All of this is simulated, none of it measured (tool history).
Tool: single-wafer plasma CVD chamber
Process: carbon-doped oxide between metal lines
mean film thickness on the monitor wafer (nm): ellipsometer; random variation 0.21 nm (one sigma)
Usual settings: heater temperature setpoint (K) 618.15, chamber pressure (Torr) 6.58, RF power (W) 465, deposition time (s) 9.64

run	hour	heater temperature setpoint (K)	chamber pressure (Torr)	RF power (W)	deposition time (s)	read-back reference wafer on the same gauge, thickness_nm	mean film thickness on the monitor wafer (nm)
1	0.0	618.15	6.58	465	8.97	43.447	44.511
2	92.8	618.15	6.58	465	9.64	43.514	47.410
3	183.9	618.15	5.60	465	9.14	43.487	43.084
4	290.5	618.15	5.60	465	9.14	43.425	43.380
5	356.9	618.15	5.60	465	9.14	43.518	43.256
6	405.4	618.15	6.58	465	9.64	43.499	47.403
7	505.9	618.15	6.58	465	9.64	43.561	47.146
# hour 726.3: capacitance manometer re-zeroed and calibrated
8	739.6	618.15	6.58	465	9.64	43.468	47.190
# hour 758.7: showerhead replaced
# hour 797.1: RF generator calibrated
9	823.1	618.15	7.26	465	9.64	43.517	47.244
10	888.0	618.15	6.58	465	9.64	43.587	46.851
11	988.4	618.15	6.58	465	9.64	43.540	46.614
12	1090.2	618.15	6.58	405	8.12	43.509	37.471
13	1140.4	618.15	6.58	465	9.64	43.453	46.974
# hour 1172.9: gauge calibrated
14	1192.7	618.15	4.97	465	9.64	43.604	43.860
15	1399.4	622.15	7.81	395	9.64	43.487	44.430
16	1467.3	618.15	6.58	465	9.64	43.471	47.042
17	1522.2	618.15	6.58	465	9.64	43.559	47.224
18	1592.2	618.15	5.81	465	9.64	43.495	45.726
19	1697.1	624.15	6.58	465	9.64	43.512	45.715
# hour 1733.3: capacitance manometer re-zeroed and calibrated
# hour 1755.0: thermocouple changed; heater temperature recalibrated
20	1799.7	612.15	5.46	385	10.38	43.500	47.097
# hour 1851.4: RF generator calibrated
21	2110.6	618.15	6.58	555	9.64	43.459	50.744
22	2210.1	618.15	7.14	465	9.64	43.456	48.124
23	2300.4	618.15	6.58	465	9.64	43.595	47.333
24	2362.8	618.15	6.58	465	9.64	43.506	47.769
25	2439.6	618.15	6.58	465	9.64	43.410	47.508
26	2524.9	624.15	8.21	390	9.64	43.478	44.358
27	2562.6	604.15	6.58	465	9.64	43.514	49.713
28	2614.7	618.15	6.58	505	11.39	43.614	57.533

Forecast each of these 4 alternatives for the next run:
A	2615.1	618.15	6.58	465	9.64	?	?
B	2615.1	618.15	6.58	550	9.64	?	?
C	2615.1	618.15	8.12	535	11.55	?	?
D	2615.1	606.15	8.16	380	8.57	?	?

run	read-back reference wafer on the same gauge, thickness_nm	mean film thickness on the monitor wafer (nm)
A	43.507	47.188
B	43.507	50.091
C	43.507	60.461
D	43.507	41.538
Without the tool's hidden state the same runs would have given:
run	mean film thickness on the monitor wafer (nm)
A	47.890
B	50.837
C	61.361
D	42.232
